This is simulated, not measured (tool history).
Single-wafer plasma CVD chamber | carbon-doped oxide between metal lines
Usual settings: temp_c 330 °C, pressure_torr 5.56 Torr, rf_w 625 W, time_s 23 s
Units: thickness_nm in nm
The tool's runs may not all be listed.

run   hour  temp_c  pressure_torr  rf_w  time_s  read-back reference wafer on the same gauge, thickness_nm  thickness_nm
  1      0     330           5.56   625      23                                                    160.219       141.496
  2    6.4     330           5.56   625      23                                                    159.801       142.484
  3   22.3     330           5.56   625      23                                                    159.902       141.807
  4   37.7     330           5.56   530      23                                                    160.007       125.672
  5   50.1     334           5.56   625      23                                                    160.082        139.94
  6   66.5     330           5.56   625      23                                                    159.949       142.345
  7   75.1     330           5.56   625      23                                                    159.822       141.953
  8   92.7     330           5.56   625      23                                                    160.201       142.246
  9   99.1     330           5.56   625      23                                                    160.035       142.224
 10  113.5     330           5.56   725      23                                                     160.06       158.077
 11  123.3     330           5.56   725      23                                                    159.921        157.59
 12  139.3     330           5.56   725      23                                                    160.133       152.289
 13  150.6     343           4.75   655    21.4                                                     159.81       123.623
 14  184.4     320           5.56   625      23                                                    160.085       152.705
 15  184.7     330           5.56   625      23                                                    159.788       146.994
 16  198.6     326           5.56   625      23                                                    160.129       148.511
 17  213.4     324           4.72   555      23                                                     160.17       134.338
 18  220.7     336           5.56   505      23                                                    159.882       122.158
 19  233.5     330           4.96   625      23                                                    160.086       143.962
 20  240.9     330            4.2   625      23                                                     159.95       140.214
 21  258.2     330           5.56   685      26                                                    160.044       175.196
 22  272.7     330           6.74   560    19.5                                                    159.786       116.873
 23  287.1     336           5.06   720    25.3                                                    160.083       171.229
 24  298.5     330           5.56   625      23                                                    160.135       146.371
 25    305     330           5.56   625      23                                                    160.075       146.047

Not shown: 6 entries that the log had between the listed runs. Between which runs, and how does the tool's hidden state differ before and after?
Between runs 9 and 10: thermocouple changed; heater temperature recalibrated (hour 107.6)
  no hidden state differs between the two runs
  measured less the result without the state, thickness_nm: -6.202 -> -6.752 nm
Between runs 11 and 12: RF generator calibrated (hour 138.8)
  delivered RF power above the setpoint (%): -5.79 -> -9.99
  measured less the result without the state, thickness_nm: -6.737 -> -11.737 nm
Between runs 13 and 14: capacitance manometer re-zeroed and calibrated (hour 172.9); RF generator calibrated, repeated, since the last time left the tool worse (hour 179.9); gauge calibrated (hour 183.5); showerhead replaced (hour 183.9)
  delivered RF power above the setpoint (%): -10.1 -> -1.15
  measured less the result without the state, thickness_nm: -9.843 -> -1.269 nm
